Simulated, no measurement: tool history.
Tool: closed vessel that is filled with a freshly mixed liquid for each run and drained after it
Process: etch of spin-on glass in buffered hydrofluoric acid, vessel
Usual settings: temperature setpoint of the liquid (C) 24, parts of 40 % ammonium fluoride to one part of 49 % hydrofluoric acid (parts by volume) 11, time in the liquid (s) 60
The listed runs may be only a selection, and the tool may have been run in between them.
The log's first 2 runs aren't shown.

run   hour  temperature setpoint of the liquid (C)  parts of 40 % ammonium fluoride to one part of 49 % hydrofluoric acid (parts by volume)  time in the liquid (s)  read-back film thickness of the spin-on glass reference wafer, read on the same gauge (nm)  thickness taken off the spin-on glass on a monitor wafer (angstrom)
  3   28.9                                      24                                                                                       11                      60                                                                                         120                                                               2711.6
  4   43.7                                      24                                                                                       11                      60                                                                                      120.02                                                               2690.1
  5   55.4                                      24                                                                                       11                      60                                                                                      120.01                                                               2702.7
  6   67.9                                      24                                                                                       11                      60                                                                                      120.01                                                               2704.1
  7   78.7                                      24                                                                                       11                      60                                                                                      120.01                                                               2725.3
  8   84.7                                      24                                                                                       11                      60                                                                                      120.02                                                               2705.3
       128  -- gauge calibrated
     132.4  -- hydrofluoric acid flow meter replaced
  9  134.1                                      24                                                                                      8.5                      60                                                                                      120.02                                                               3036.2
 10    152                                      24                                                                                      8.5                      60                                                                                      120.02                                                               3050.8
 11  161.3                                      24                                                                                       11                      60                                                                                      119.99                                                               2449.4
 12  188.6                                      24                                                                                       11                      60                                                                                      119.99                                                               2453.1
 13  204.8                                    28.5                                                                                       11                      70                                                                                      119.99                                                                 3629
 14  216.5                                      24                                                                                       11                      60                                                                                      119.98                                                                 2446
 15  225.8                                      24                                                                                       11                      60                                                                                      119.97                                                               2439.3
 16  248.3                                      24                                                                                       11                      60                                                                                         120                                                               2464.1
 17  258.5                                      22                                                                                      7.5                      45                                                                                      119.98                                                                 2349
 18  268.2                                    28.5                                                                                        8                      40                                                                                      119.96                                                               2777.4
 19  285.7                                      19                                                                                      7.5                      85                                                                                         120                                                               3791.2
 20    298                                      28                                                                                     12.5                      80                                                                                      119.99                                                               3585.6
     301.8  -- thermometer replaced
 21  313.2                                      19                                                                                       15                      70                                                                                      120.05                                                               1602.1
 22  320.7                                      28                                                                                     12.5                      80                                                                                      120.01                                                               3596.4
 23  334.4                                      24                                                                                       11                      60                                                                                      119.98                                                               2454.8
 24  342.1                                      27                                                                                      6.5                      40                                                                                      120.01                                                               3159.9

Expected results for the next run?
 25  358.8                                      24                                                                                        8                      80                                                                                           ?                                                                    ?

{"run 25": {"read-back film thickness of the spin-on glass reference wafer, read on the same gauge (nm)": 120.01, "thickness taken off the spin-on glass on a monitor wafer (angstrom)": 4416.6}}
With the hidden condition absent and the run-to-run variation left alone, this run would have shown thickness taken off the spin-on glass on a monitor wafer (angstrom) 4349.7.
